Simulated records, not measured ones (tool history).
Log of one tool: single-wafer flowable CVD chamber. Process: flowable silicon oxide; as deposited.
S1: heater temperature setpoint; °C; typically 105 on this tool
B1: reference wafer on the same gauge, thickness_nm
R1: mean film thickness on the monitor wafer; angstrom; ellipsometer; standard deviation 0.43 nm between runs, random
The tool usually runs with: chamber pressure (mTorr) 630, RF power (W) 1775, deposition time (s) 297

run 1 hour=0 | S1=105 chamber_pressure_(mTorr)=630 RF_power_(W)=1775 deposition_time_(s)=297 | B1=125.435 | R1=1146.17
run 2 hour=47.7 | S1=105 chamber_pressure_(mTorr)=630 RF_power_(W)=1775 deposition_time_(s)=297 | B1=125.156 | R1=1146.31
run 3 hour=146.7 | S1=105 chamber_pressure_(mTorr)=630 RF_power_(W)=1775 deposition_time_(s)=297 | B1=124.53 | R1=1133.37
run 4 hour=226.4 | S1=105 chamber_pressure_(mTorr)=630 RF_power_(W)=1775 deposition_time_(s)=297 | B1=124.237 | R1=1135.36
run 5 hour=288.3 | S1=105 chamber_pressure_(mTorr)=630 RF_power_(W)=1775 deposition_time_(s)=297 | B1=123.708 | R1=1131.07
run 6 hour=365.3 | S1=105 chamber_pressure_(mTorr)=705 RF_power_(W)=1775 deposition_time_(s)=297 | B1=123.599 | R1=1240.6
-- hour=422.3 thermocouple changed; heater temperature recalibrated
-- hour=442.6 capacitance manometer re-zeroed and calibrated
-- hour=457.1 gauge calibrated
-- hour=501.6 RF generator calibrated
run 7 hour=557.2 | S1=105 chamber_pressure_(mTorr)=705 RF_power_(W)=1775 deposition_time_(s)=297 | B1=126.72 | R1=1268.4
run 8 hour=637.1 | S1=105 chamber_pressure_(mTorr)=705 RF_power_(W)=1775 deposition_time_(s)=297 | B1=126.349 | R1=1269.28
-- hour=678.9 showerhead replaced
run 9 hour=701.3 | S1=105 chamber_pressure_(mTorr)=630 RF_power_(W)=1870 deposition_time_(s)=297 | B1=125.71 | R1=1164.83
run 10 hour=775.4 | S1=95 chamber_pressure_(mTorr)=549 RF_power_(W)=1445 deposition_time_(s)=297 | B1=125.464 | R1=1286.46
run 11 hour=843.4 | S1=105 chamber_pressure_(mTorr)=630 RF_power_(W)=1775 deposition_time_(s)=297 | B1=125.155 | R1=1139.09
run 12 hour=907.4 | S1=94 chamber_pressure_(mTorr)=630 RF_power_(W)=1775 deposition_time_(s)=297 | B1=124.772 | R1=1569.56
run 13 hour=998.7 | S1=105 chamber_pressure_(mTorr)=745 RF_power_(W)=2035 deposition_time_(s)=340 | B1=124.3 | R1=1548.1
run 14 hour=1097 | S1=118 chamber_pressure_(mTorr)=712 RF_power_(W)=2030 deposition_time_(s)=276 | B1=123.926 | R1=830.68
run 15 hour=1172.4 | S1=105 chamber_pressure_(mTorr)=630 RF_power_(W)=1775 deposition_time_(s)=297 | B1=123.465 | R1=1126.31

What will run 16 give?
-- hour=1200.9 gauge calibrated
run 16 hour=1269.8 | S1=111 chamber_pressure_(mTorr)=750 RF_power_(W)=1580 deposition_time_(s)=324 | B1=? | R1=?

{"run 16": {"B1": 126.561, "R1": 1196.51}}
With the hidden condition absent and the run-to-run variation left alone, this run would have shown R1 1200.8 angstrom.

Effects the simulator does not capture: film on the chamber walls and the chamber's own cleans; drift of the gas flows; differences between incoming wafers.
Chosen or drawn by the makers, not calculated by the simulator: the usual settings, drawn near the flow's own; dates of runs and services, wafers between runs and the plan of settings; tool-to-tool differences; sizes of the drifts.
